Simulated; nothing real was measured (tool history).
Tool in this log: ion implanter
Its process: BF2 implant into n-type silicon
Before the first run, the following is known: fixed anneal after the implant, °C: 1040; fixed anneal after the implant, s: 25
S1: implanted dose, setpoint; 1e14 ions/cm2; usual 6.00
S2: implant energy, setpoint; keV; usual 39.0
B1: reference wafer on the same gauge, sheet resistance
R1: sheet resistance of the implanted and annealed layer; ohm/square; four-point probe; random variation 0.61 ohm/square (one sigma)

run   hour    S1    S2      B1      R1
  1    0.0  6.00  39.0  235.72  199.60
  2   13.3  6.00  36.0  236.08  200.47
      16.9  -- gauge calibrated
  3   26.4  6.00  42.5  235.57  198.56
  4   36.9  6.90  42.0  236.21  175.44
  5   45.4  6.90  42.0  236.01  174.97
  6   56.0  6.90  42.0  236.28  175.30
  7   71.2  6.00  39.0  236.20  200.24
  8   87.5  6.00  39.0  236.06  200.55
  9  100.9  6.00  39.0  235.66  199.32
 10  107.7  5.20  39.0  236.27  226.92
 11  116.9  5.20  39.0  236.22  226.72
 12  131.7  5.20  39.0  236.00  227.47
 13  149.6  6.00  39.0  236.36  200.16
 14  157.0  6.00  39.0  236.13  201.00
     169.5  -- extraction supply calibrated
 15  188.2  6.00  39.0  236.19  200.93
 16  199.7  6.59  39.0  236.04  186.25
 17  217.3  6.59  39.0  236.20  185.02
 18  231.5  4.97  35.5  236.09  239.57
 19  243.5  6.00  39.0  236.13  201.66
     258.5  -- gauge calibrated
 20  260.3  6.46  46.0  235.77  186.12
 21  267.7  6.00  31.0  236.01  206.43
 22  282.0  6.00  39.0  236.21  201.50
 23  297.5  7.73  39.0  235.97  162.03
 24  307.0  6.00  46.0  235.99  199.92
 25  327.4  4.68  25.5  236.15  259.12
     352.0  -- Faraday cup replaced and dose calibrated
 26  352.5  5.25  43.5  235.91  220.10
 27  355.4  6.46  46.0  236.20  182.47
 28  373.4  5.20  48.5  235.96  220.48
 29  388.5  5.39  49.0  235.98  213.21
 30  400.7  6.00  26.5  235.93  204.55
 31  409.6  5.21  30.0  235.81  228.56
 32  426.8  6.00  39.0  235.89  197.57
 33  462.9  6.85  29.0  236.04  181.68
 34  470.2  7.00  50.0  236.04  168.90

What if the next run were any one of these 5? Each begins from the tool's condition after run 34:
  A  470.6  6.00  39.0   ?   ?
  B  470.6  7.21  28.5   ?   ?
  C  470.6  6.92  25.5   ?   ?
  D  470.6  4.96  33.5   ?   ?
  E  470.6  5.10  44.5   ?   ?

run      B1      R1
  A  236.19  198.16
  B  236.19  175.11
  C  236.19  183.83
  D  236.19  236.49
  E  236.19  225.80
Had the tool no hidden state, the same runs would have come out as:
run      R1
  A  197.08
  B  174.22
  C  182.92
  D  235.23
  E  224.60

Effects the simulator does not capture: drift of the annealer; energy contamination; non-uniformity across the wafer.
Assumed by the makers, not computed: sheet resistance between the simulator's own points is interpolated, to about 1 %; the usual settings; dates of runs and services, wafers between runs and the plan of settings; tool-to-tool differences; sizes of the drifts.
